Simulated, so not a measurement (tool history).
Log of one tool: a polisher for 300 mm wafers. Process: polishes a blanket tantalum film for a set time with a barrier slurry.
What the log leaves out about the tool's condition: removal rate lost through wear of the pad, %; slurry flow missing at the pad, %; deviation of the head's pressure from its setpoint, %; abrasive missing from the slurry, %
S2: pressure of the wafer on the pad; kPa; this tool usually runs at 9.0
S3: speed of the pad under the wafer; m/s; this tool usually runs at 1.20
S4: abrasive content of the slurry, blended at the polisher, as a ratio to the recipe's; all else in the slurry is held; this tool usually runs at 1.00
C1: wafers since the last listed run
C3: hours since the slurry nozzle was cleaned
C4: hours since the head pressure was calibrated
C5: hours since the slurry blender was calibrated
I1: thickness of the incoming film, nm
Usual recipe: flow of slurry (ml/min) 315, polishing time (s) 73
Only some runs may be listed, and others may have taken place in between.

{"run": 1, "hour": 0.0, "flow of slurry (ml/min)": 315, "S2": 9.0, "S3": 1.4, "S4": 1.0, "polishing time (s)": 73, "C1": 0, "wafers polished on this pad": 902, "C3": 5.2, "C4": 226.7, "C5": 393.2, "I1": 279.6, "film removed (angstrom)": 1350}
{"run": 2, "hour": 32.9, "flow of slurry (ml/min)": 315, "S2": 9.0, "S3": 1.4, "S4": 1.0, "polishing time (s)": 73, "C1": 220, "wafers polished on this pad": 1122, "C3": 38.1, "C4": 259.6, "C5": 426.1, "I1": 282.5, "film removed (angstrom)": 1306}
{"hour": 42.9, "done": "slurry blender recalibrated"}
{"hour": 69.4, "done": "worn pad replaced by a new one"}
{"run": 3, "hour": 103.0, "flow of slurry (ml/min)": 315, "S2": 9.0, "S3": 1.4, "S4": 1.0, "polishing time (s)": 73, "C1": 429, "wafers polished on this pad": 225, "C3": 108.2, "C4": 329.7, "C5": 60.1, "I1": 277.1, "film removed (angstrom)": 1329}
{"run": 4, "hour": 154.5, "flow of slurry (ml/min)": 315, "S2": 9.0, "S3": 1.2, "S4": 1.0, "polishing time (s)": 67, "C1": 344, "wafers polished on this pad": 569, "C3": 159.7, "C4": 381.2, "C5": 111.6, "I1": 276.8, "film removed (angstrom)": 1040}
{"run": 5, "hour": 217.8, "flow of slurry (ml/min)": 315, "S2": 9.0, "S3": 1.2, "S4": 1.0, "polishing time (s)": 67, "C1": 423, "wafers polished on this pad": 993, "C3": 223.0, "C4": 444.5, "C5": 174.9, "I1": 278.1, "film removed (angstrom)": 1021}
{"run": 6, "hour": 276.0, "flow of slurry (ml/min)": 315, "S2": 9.0, "S3": 1.2, "S4": 1.0, "polishing time (s)": 67, "C1": 389, "wafers polished on this pad": 1383, "C3": 281.2, "C4": 502.7, "C5": 233.1, "I1": 279.2, "film removed (angstrom)": 1001}
{"hour": 299.8, "done": "worn pad replaced by a new one"}
{"run": 7, "hour": 322.4, "flow of slurry (ml/min)": 315, "S2": 9.0, "S3": 1.2, "S4": 1.0, "polishing time (s)": 73, "C1": 283, "wafers polished on this pad": 151, "C3": 327.6, "C4": 549.1, "C5": 279.5, "I1": 281.8, "film removed (angstrom)": 1103}
{"run": 8, "hour": 370.6, "flow of slurry (ml/min)": 315, "S2": 9.0, "S3": 1.2, "S4": 1.0, "polishing time (s)": 73, "C1": 322, "wafers polished on this pad": 474, "C3": 375.8, "C4": 597.3, "C5": 327.7, "I1": 281.1, "film removed (angstrom)": 1078}
{"run": 9, "hour": 405.9, "flow of slurry (ml/min)": 315, "S2": 9.0, "S3": 1.2, "S4": 1.0, "polishing time (s)": 73, "C1": 236, "wafers polished on this pad": 710, "C3": 411.1, "C4": 632.6, "C5": 363.0, "I1": 280.3, "film removed (angstrom)": 1074}
{"run": 10, "hour": 451.2, "flow of slurry (ml/min)": 315, "S2": 9.0, "S3": 1.2, "S4": 1.0, "polishing time (s)": 73, "C1": 303, "wafers polished on this pad": 1013, "C3": 456.4, "C4": 677.9, "C5": 408.3, "I1": 278.4, "film removed (angstrom)": 1077}
{"hour": 481.8, "done": "worn pad replaced by a new one"}
{"run": 11, "hour": 501.7, "flow of slurry (ml/min)": 315, "S2": 9.0, "S3": 1.2, "S4": 1.0, "polishing time (s)": 73, "C1": 311, "wafers polished on this pad": 133, "C3": 506.9, "C4": 728.4, "C5": 458.8, "I1": 281.3, "film removed (angstrom)": 1052}
{"run": 12, "hour": 550.8, "flow of slurry (ml/min)": 315, "S2": 9.0, "S3": 1.2, "S4": 1.0, "polishing time (s)": 73, "C1": 328, "wafers polished on this pad": 462, "C3": 556.0, "C4": 777.5, "C5": 507.9, "I1": 280.4, "film removed (angstrom)": 1027}
{"hour": 555.1, "done": "slurry blender recalibrated"}
{"hour": 570.6, "done": "slurry nozzle cleaned"}
{"run": 13, "hour": 581.6, "flow of slurry (ml/min)": 315, "S2": 8.3, "S3": 1.36, "S4": 1.0, "polishing time (s)": 73, "C1": 186, "wafers polished on this pad": 648, "C3": 11.0, "C4": 808.3, "C5": 26.5, "I1": 278.1, "film removed (angstrom)": 1112}
{"run": 14, "hour": 615.8, "flow of slurry (ml/min)": 315, "S2": 9.0, "S3": 0.86, "S4": 1.0, "polishing time (s)": 73, "C1": 229, "wafers polished on this pad": 877, "C3": 45.2, "C4": 842.5, "C5": 60.7, "I1": 275.8, "film removed (angstrom)": 727}
{"run": 15, "hour": 680.5, "flow of slurry (ml/min)": 420, "S2": 6.2, "S3": 0.86, "S4": 1.0, "polishing time (s)": 73, "C1": 433, "wafers polished on this pad": 1310, "C3": 109.9, "C4": 907.2, "C5": 125.4, "I1": 278.5, "film removed (angstrom)": 518}
{"run": 16, "hour": 708.8, "flow of slurry (ml/min)": 250, "S2": 9.0, "S3": 0.86, "S4": 0.75, "polishing time (s)": 56, "C1": 189, "wafers polished on this pad": 1500, "C3": 138.2, "C4": 935.5, "C5": 153.7, "I1": 278.7, "film removed (angstrom)": 512}
{"hour": 717.4, "done": "head pressure recalibrated"}
{"hour": 719.9, "done": "worn pad replaced by a new one"}
{"run": 17, "hour": 739.7, "flow of slurry (ml/min)": 315, "S2": 6.9, "S3": 1.2, "S4": 1.0, "polishing time (s)": 73, "C1": 177, "wafers polished on this pad": 132, "C3": 169.1, "C4": 22.3, "C5": 184.6, "I1": 278.5, "film removed (angstrom)": 839}
{"run": 18, "hour": 772.9, "flow of slurry (ml/min)": 315, "S2": 9.0, "S3": 1.62, "S4": 1.2, "polishing time (s)": 73, "C1": 222, "wafers polished on this pad": 355, "C3": 202.3, "C4": 55.5, "C5": 217.8, "I1": 274.2, "film removed (angstrom)": 1553}
{"run": 19, "hour": 817.3, "flow of slurry (ml/min)": 315, "S2": 9.0, "S3": 1.2, "S4": 1.0, "polishing time (s)": 73, "C1": 297, "wafers polished on this pad": 652, "C3": 246.7, "C4": 99.9, "C5": 262.2, "I1": 281.0, "film removed (angstrom)": 1143}
{"run": 20, "hour": 876.4, "flow of slurry (ml/min)": 315, "S2": 12.4, "S3": 1.2, "S4": 0.8, "polishing time (s)": 73, "C1": 395, "wafers polished on this pad": 1048, "C3": 305.8, "C4": 159.0, "C5": 321.3, "I1": 279.7, "film removed (angstrom)": 1506}
{"run": 21, "hour": 904.0, "flow of slurry (ml/min)": 315, "S2": 9.0, "S3": 1.2, "S4": 1.0, "polishing time (s)": 73, "C1": 184, "wafers polished on this pad": 1232, "C3": 333.4, "C4": 186.6, "C5": 348.9, "I1": 280.5, "film removed (angstrom)": 1148}
{"hour": 918.8, "done": "worn pad replaced by a new one"}
{"run": 22, "hour": 942.9, "flow of slurry (ml/min)": 315, "S2": 9.0, "S3": 1.2, "S4": 0.85, "polishing time (s)": 66, "C1": 233, "wafers polished on this pad": 161, "C3": 372.3, "C4": 225.5, "C5": 387.8, "I1": 279.1, "film removed (angstrom)": 1000}
{"hour": 967.0, "done": "slurry blender recalibrated"}
{"run": 23, "hour": 972.7, "flow of slurry (ml/min)": 350, "S2": 9.0, "S3": 0.84, "S4": 1.3, "polishing time (s)": 73, "C1": 186, "wafers polished on this pad": 347, "C3": 402.1, "C4": 255.3, "C5": 5.7, "I1": 279.4, "film removed (angstrom)": 833}
{"run": 24, "hour": 1011.8, "flow of slurry (ml/min)": 315, "S2": 9.0, "S3": 1.2, "S4": 1.0, "polishing time (s)": 73, "C1": 261, "wafers polished on this pad": 609, "C3": 441.2, "C4": 294.4, "C5": 44.8, "I1": 285.6, "film removed (angstrom)": 1094}
{"run": 25, "hour": 1059.5, "flow of slurry (ml/min)": 390, "S2": 6.9, "S3": 1.56, "S4": 1.0, "polishing time (s)": 54, "C1": 319, "wafers polished on this pad": 928, "C3": 488.9, "C4": 342.1, "C5": 92.5, "I1": 279.9, "film removed (angstrom)": 838}

A few steps of film removed (angstrom) between consecutive runs. Split each: what settings, incoming material and random variation would produce without the hidden state, and what is left over for the hidden state, along with gauge scatter present in only one of the two compared results (measured, and without hidden state):
Run 13 -> 14: S2 8.3 -> 9.0, S3 1.36 -> 0.86. film removed (angstrom) -385: hidden state +35, all else -420.
Run 16 -> 17: flow of slurry (ml/min) 250 -> 315, S2 9.0 -> 6.9, S3 0.86 -> 1.20, S4 0.75 -> 1.00, polishing time (s) 56 -> 73, head pressure recalibrated, worn pad replaced by a new one. film removed (angstrom) +327: hidden state +59, all else +268.
Run 17 -> 18: S2 6.9 -> 9.0, S3 1.20 -> 1.62, S4 1.00 -> 1.20. film removed (angstrom) +714: hidden state -16, all else +730.
Run 18 -> 19: S3 1.62 -> 1.20, S4 1.20 -> 1.00. film removed (angstrom) -410: hidden state +8, all else -418.
